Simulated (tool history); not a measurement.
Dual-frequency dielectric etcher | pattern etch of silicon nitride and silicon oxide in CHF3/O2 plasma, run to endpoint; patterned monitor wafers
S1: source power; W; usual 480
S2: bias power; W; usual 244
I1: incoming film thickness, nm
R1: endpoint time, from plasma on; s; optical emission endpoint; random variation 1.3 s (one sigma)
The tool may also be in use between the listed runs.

run	day	S1	S2	I1	R1
1	0	540	265	254.4	164.9
2	1.262	480	244	255.7	183
3	1.854	480	244	257	186.6
4	2.129	480	244	256.4	183.6
5	2.771	480	244	254.7	185.3
6	3.033	480	244	256	186.1
7	3.292	480	244	253.6	183.4
8	4.008	480	244	256.2	184.7
9	4.912	480	244	254.8	183.4
10	5.754	480	244	253.1	182.1
11	6.2	480	244	252.6	184.1
12	6.738	440	244	255	191.1
13	7.271	440	244	256.7	194.5
# day 8.362: upper electrode replaced
14	8.383	450	244	256.2	193
15	8.4	450	244	255.2	193
16	8.788	560	244	255.9	176.5
17	9.15	560	244	257.8	173.3
18	9.562	550	244	255.5	175.4
19	10.183	480	215	253.9	195.7
20	10.762	570	225	254.4	176.5
21	11.121	480	244	256.3	189.8
# day 11.525: bias power generator calibrated
22	11.642	410	303	253.3	189.3
23	11.975	420	300	256.2	189.1
# day 13.079: wet clean of the chamber
24	13.1	410	292	254.8	179.7
25	13.117	480	244	256	176.8
26	13.754	480	264	255.6	173.4
# day 14.025: source power generator calibrated
27	14.046	480	279	256.1	170.3
28	14.625	390	272	255.5	190.5
29	15.275	550	244	253.2	166.3
30	15.829	520	244	255.8	171.9
31	16.562	600	244	251.5	156.5
32	17.104	560	244	254	166.5
33	17.704	420	300	253.9	177.2
34	18.162	550	304	253.7	155.1
35	18.733	530	189	252.5	184.6
36	19.321	370	276	253.7	197.6

Some steps in R1 between neighbouring runs. How much of each would the tool show without its hidden state too (settings, what came in, random variation), and how much is left for the hidden state, with any gauge scatter that isn't in both results?
The hidden state here: etch rate over this chamber's usual, %; source power that arrives over what is set, %; bias power that arrives over what is set, %.
Run 1 -> 2: S1 540 -> 480, S2 265 -> 244. R1 +18.1 s: hidden state +1.1, all else +17.
Run 18 -> 19: S1 550 -> 480, S2 244 -> 215. R1 +20.3 s: hidden state +1.4, all else +18.9.
Run 23 -> 24: S1 420 -> 410, S2 300 -> 292, wet clean of the chamber. R1 -9.4 s: hidden state -11.1, all else +1.7.
Run 28 -> 29: S1 390 -> 550, S2 272 -> 244. R1 -24.2 s: hidden state +0.3, all else -24.5.
Run 33 -> 34: S1 420 -> 550, S2 300 -> 304. R1 -22.1 s: hidden state +0, all else -22.1.
Run 34 -> 35: S1 550 -> 530, S2 304 -> 189. R1 +29.5 s: hidden state +0.6, all else +28.9.
